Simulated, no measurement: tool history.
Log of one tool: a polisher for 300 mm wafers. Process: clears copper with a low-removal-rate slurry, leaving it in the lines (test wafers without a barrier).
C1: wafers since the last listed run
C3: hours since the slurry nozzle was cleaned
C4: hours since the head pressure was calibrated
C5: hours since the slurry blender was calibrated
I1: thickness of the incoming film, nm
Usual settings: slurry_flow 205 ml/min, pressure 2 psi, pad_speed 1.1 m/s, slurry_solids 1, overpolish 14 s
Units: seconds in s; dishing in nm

{"run": 1, "hour": 0.0, "slurry_flow": 205, "pressure": 2, "pad_speed": 1.1, "slurry_solids": 1, "overpolish": 14, "C1": 0, "wafers polished on this pad": 1557, "C3": 83.6, "C4": 921.4, "C5": 200.1, "I1": 328.2, "seconds": 133.9, "dishing": 23.2}
{"run": 2, "hour": 55.3, "slurry_flow": 205, "pressure": 2, "pad_speed": 1.1, "slurry_solids": 1, "overpolish": 14, "C1": 435, "wafers polished on this pad": 1993, "C3": 138.9, "C4": 976.7, "C5": 255.4, "I1": 332.7, "seconds": 133.9, "dishing": 23}
{"run": 3, "hour": 90.3, "slurry_flow": 205, "pressure": 2, "pad_speed": 1.1, "slurry_solids": 1, "overpolish": 14, "C1": 275, "wafers polished on this pad": 2268, "C3": 173.9, "C4": 1011.7, "C5": 290.4, "I1": 322.9, "seconds": 132, "dishing": 23.3}
{"hour": 139.6, "done": "slurry blender recalibrated"}
{"run": 4, "hour": 157.7, "slurry_flow": 205, "pressure": 2, "pad_speed": 1.1, "slurry_solids": 1, "overpolish": 14, "C1": 515, "wafers polished on this pad": 2784, "C3": 241.3, "C4": 1079.1, "C5": 18.1, "I1": 320.2, "seconds": 128.1, "dishing": 22.7}
{"hour": 172.9, "done": "worn pad replaced by a new one"}
{"run": 5, "hour": 227.4, "slurry_flow": 205, "pressure": 2, "pad_speed": 1.1, "slurry_solids": 1, "overpolish": 14, "C1": 517, "wafers polished on this pad": 430, "C3": 311, "C4": 1148.8, "C5": 87.8, "I1": 326.7, "seconds": 139.7, "dishing": 22.7}
{"run": 6, "hour": 298.3, "slurry_flow": 205, "pressure": 2, "pad_speed": 1.1, "slurry_solids": 1, "overpolish": 14, "C1": 558, "wafers polished on this pad": 988, "C3": 381.9, "C4": 1219.7, "C5": 158.7, "I1": 322.6, "seconds": 137.5, "dishing": 22.6}
{"run": 7, "hour": 351.0, "slurry_flow": 205, "pressure": 2, "pad_speed": 1.1, "slurry_solids": 1, "overpolish": 14, "C1": 415, "wafers polished on this pad": 1404, "C3": 434.6, "C4": 1272.4, "C5": 211.4, "I1": 322.6, "seconds": 137.7, "dishing": 22.7}
{"hour": 389.3, "done": "slurry nozzle cleaned"}
{"run": 8, "hour": 413.3, "slurry_flow": 205, "pressure": 2, "pad_speed": 1.1, "slurry_solids": 1, "overpolish": 14, "C1": 483, "wafers polished on this pad": 1887, "C3": 24, "C4": 1334.7, "C5": 273.7, "I1": 320.5, "seconds": 145.8, "dishing": 21.5}
{"run": 9, "hour": 459.0, "slurry_flow": 205, "pressure": 2, "pad_speed": 0.82, "slurry_solids": 1.2, "overpolish": 14, "C1": 360, "wafers polished on this pad": 2247, "C3": 69.7, "C4": 1380.4, "C5": 319.4, "I1": 322.2, "seconds": 187.5, "dishing": 17}
{"hour": 468.9, "done": "head pressure recalibrated"}
{"run": 10, "hour": 492.2, "slurry_flow": 205, "pressure": 2, "pad_speed": 0.82, "slurry_solids": 1.2, "overpolish": 14, "C1": 245, "wafers polished on this pad": 2493, "C3": 102.9, "C4": 23.3, "C5": 352.6, "I1": 327.4, "seconds": 184.8, "dishing": 16.3}
{"hour": 516.3, "done": "worn pad replaced by a new one"}
{"run": 11, "hour": 525.4, "slurry_flow": 205, "pressure": 2, "pad_speed": 1.1, "slurry_solids": 1, "overpolish": 14, "C1": 230, "wafers polished on this pad": 71, "C3": 136.1, "C4": 56.5, "C5": 385.8, "I1": 325.3, "seconds": 148.1, "dishing": 21.4}
{"hour": 547.5, "done": "slurry blender recalibrated"}
{"run": 12, "hour": 561.4, "slurry_flow": 205, "pressure": 2, "pad_speed": 0.98, "slurry_solids": 0.9, "overpolish": 14, "C1": 268, "wafers polished on this pad": 339, "C3": 172.1, "C4": 92.5, "C5": 13.9, "I1": 326.2, "seconds": 166.9, "dishing": 18.6}
{"run": 13, "hour": 585.8, "slurry_flow": 205, "pressure": 2, "pad_speed": 1.1, "slurry_solids": 1, "overpolish": 14, "C1": 192, "wafers polished on this pad": 531, "C3": 196.5, "C4": 116.9, "C5": 38.3, "I1": 331.7, "seconds": 150.6, "dishing": 21.1}
{"hour": 634.0, "done": "slurry nozzle cleaned, repeated, since the last time left the tool worse"}
{"run": 14, "hour": 635.4, "slurry_flow": 205, "pressure": 2, "pad_speed": 1.1, "slurry_solids": 1, "overpolish": 14, "C1": 383, "wafers polished on this pad": 915, "C3": 1.4, "C4": 166.5, "C5": 87.9, "I1": 326.9, "seconds": 135, "dishing": 23.3}
{"run": 15, "hour": 695.4, "slurry_flow": 205, "pressure": 2, "pad_speed": 0.94, "slurry_solids": 1, "overpolish": 14, "C1": 473, "wafers polished on this pad": 1388, "C3": 61.4, "C4": 226.5, "C5": 147.9, "I1": 329.1, "seconds": 152.9, "dishing": 20.3}
{"run": 16, "hour": 820.7, "slurry_flow": 170, "pressure": 2.4, "pad_speed": 1.1, "slurry_solids": 1, "overpolish": 14, "C1": 987, "wafers polished on this pad": 2375, "C3": 186.7, "C4": 351.8, "C5": 273.2, "I1": 324.8, "seconds": 116.4, "dishing": 26.5}
{"hour": 859.0, "done": "worn pad replaced by a new one"}
{"run": 17, "hour": 888.6, "slurry_flow": 205, "pressure": 2.6, "pad_speed": 1.1, "slurry_solids": 0.75, "overpolish": 14, "C1": 503, "wafers polished on this pad": 233, "C3": 254.6, "C4": 419.7, "C5": 341.1, "I1": 323.6, "seconds": 110.4, "dishing": 26.7}
{"hour": 949.8, "done": "slurry blender recalibrated"}
{"run": 18, "hour": 954.7, "slurry_flow": 205, "pressure": 2.2, "pad_speed": 1.1, "slurry_solids": 1.1, "overpolish": 14, "C1": 505, "wafers polished on this pad": 739, "C3": 320.7, "C4": 485.8, "C5": 4.9, "I1": 326.2, "seconds": 123.5, "dishing": 24.4}
{"run": 19, "hour": 998.9, "slurry_flow": 205, "pressure": 2.5, "pad_speed": 1.28, "slurry_solids": 1, "overpolish": 19, "C1": 348, "wafers polished on this pad": 1087, "C3": 364.9, "C4": 530, "C5": 49.1, "I1": 326.6, "seconds": 97.5, "dishing": 37.8}
{"run": 20, "hour": 1039.7, "slurry_flow": 270, "pressure": 2, "pad_speed": 1.1, "slurry_solids": 1.15, "overpolish": 14, "C1": 321, "wafers polished on this pad": 1409, "C3": 405.7, "C4": 570.8, "C5": 89.9, "I1": 326.2, "seconds": 129.9, "dishing": 23.2}
{"hour": 1052.7, "done": "slurry nozzle cleaned"}
{"run": 21, "hour": 1078.7, "slurry_flow": 145, "pressure": 2.2, "pad_speed": 1.1, "slurry_solids": 1, "overpolish": 14, "C1": 299, "wafers polished on this pad": 1708, "C3": 26, "C4": 609.8, "C5": 128.9, "I1": 323.9, "seconds": 128.4, "dishing": 23.7}
{"run": 22, "hour": 1128.7, "slurry_flow": 270, "pressure": 2, "pad_speed": 1.1, "slurry_solids": 0.75, "overpolish": 9, "C1": 394, "wafers polished on this pad": 2102, "C3": 76, "C4": 659.8, "C5": 178.9, "I1": 325.7, "seconds": 134.2, "dishing": 15.1}
{"run": 23, "hour": 1190.7, "slurry_flow": 205, "pressure": 2, "pad_speed": 1.1, "slurry_solids": 1, "overpolish": 14, "C1": 488, "wafers polished on this pad": 2591, "C3": 138, "C4": 721.8, "C5": 240.9, "I1": 326.8, "seconds": 132.6, "dishing": 22.8}
{"hour": 1203.7, "done": "worn pad replaced by a new one"}
{"run": 24, "hour": 1252.2, "slurry_flow": 205, "pressure": 2.4, "pad_speed": 1.1, "slurry_solids": 1, "overpolish": 14, "C1": 453, "wafers polished on this pad": 382, "C3": 199.5, "C4": 783.3, "C5": 302.4, "I1": 325.3, "seconds": 112, "dishing": 25.8}
{"hour": 1292.2, "done": "slurry blender recalibrated"}
{"run": 25, "hour": 1307.6, "slurry_flow": 205, "pressure": 2, "pad_speed": 1.1, "slurry_solids": 1, "overpolish": 14, "C1": 420, "wafers polished on this pad": 803, "C3": 254.9, "C4": 838.7, "C5": 15.4, "I1": 321.3, "seconds": 133.7, "dishing": 22.8}
{"run": 26, "hour": 1334.6, "slurry_flow": 205, "pressure": 2.3, "pad_speed": 1.1, "slurry_solids": 1, "overpolish": 14, "C1": 212, "wafers polished on this pad": 1016, "C3": 281.9, "C4": 865.7, "C5": 42.4, "I1": 328.4, "seconds": 120.1, "dishing": 25.1}
{"run": 27, "hour": 1363.2, "slurry_flow": 205, "pressure": 2.6, "pad_speed": 1.1, "slurry_solids": 0.85, "overpolish": 14, "C1": 225, "wafers polished on this pad": 1241, "C3": 310.5, "C4": 894.3, "C5": 71, "I1": 331.7, "seconds": 111.4, "dishing": 27.2}

Hidden state at the last listed run before each entry between runs and at the first one after, where it differs:
Between runs 3 and 4: slurry blender recalibrated (hour 139.6)
  slurry flow missing at the pad, %: 5.85 -> 9.22
  measured less the result without the state, seconds: +1 -> +1.5 s; dishing: -0.2 -> -0.3 nm
Between runs 4 and 5: worn pad replaced by a new one (hour 172.9)
  slurry flow missing at the pad, %: 9.22 -> 13.8
  measured less the result without the state, seconds: +1.5 -> +2.6 s; dishing: -0.3 -> -0.4 nm
Between runs 7 and 8: slurry nozzle cleaned (hour 389.3)
  slurry flow missing at the pad, %: 24.9 -> 44.9
  measured less the result without the state, seconds: +5.2 -> +12.6 s; dishing: -0.7 -> -1.7 nm
Between runs 9 and 10: head pressure recalibrated (hour 468.9)
  slurry flow missing at the pad, %: 45.4 -> 46.1
  measured less the result without the state, seconds: +16.5 -> +16.6 s; dishing: -1.4 -> -1.4 nm
Between runs 10 and 11: worn pad replaced by a new one (hour 516.3)
  slurry flow missing at the pad, %: 46.1 -> 47
  measured less the result without the state, seconds: +16.6 -> +13.9 s; dishing: -1.4 -> -1.8 nm
Between runs 11 and 12: slurry blender recalibrated (hour 547.5)
  slurry flow missing at the pad, %: 47 -> 48.4
  measured less the result without the state, seconds: +13.9 -> +16.4 s; dishing: -1.8 -> -1.7 nm
Between runs 13 and 14: slurry nozzle cleaned, repeated, since the last time left the tool worse (hour 634)
  slurry flow missing at the pad, %: 49.5 -> 0.52
  measured less the result without the state, seconds: +15.3 -> +0.1 s; dishing: -2 -> +0 nm
Between runs 16 and 17: worn pad replaced by a new one (hour 859)
  slurry flow missing at the pad, %: 4.71 -> 8.31
  measured less the result without the state, seconds: +0.8 -> +1.2 s; dishing: -0.2 -> -0.2 nm
Between runs 17 and 18: slurry blender recalibrated (hour 949.8)
  slurry flow missing at the pad, %: 8.31 -> 12.9
  measured less the result without the state, seconds: +1.2 -> +2.1 s; dishing: -0.2 -> -0.4 nm
Between runs 20 and 21: slurry nozzle cleaned (hour 1052.7)
  slurry flow missing at the pad, %: 20.3 -> 1.42
  measured less the result without the state, seconds: +2.9 -> +0.3 s; dishing: -0.4 -> +0 nm
Between runs 23 and 24: worn pad replaced by a new one (hour 1203.7)
  slurry flow missing at the pad, %: 3.62 -> 6.12
  measured less the result without the state, seconds: +0.6 -> +0.9 s; dishing: -0.1 -> -0.1 nm
Between runs 24 and 25: slurry blender recalibrated (hour 1292.2)
  slurry flow missing at the pad, %: 6.12 -> 9.14
  measured less the result without the state, seconds: +0.9 -> +1.6 s; dishing: -0.1 -> -0.3 nm
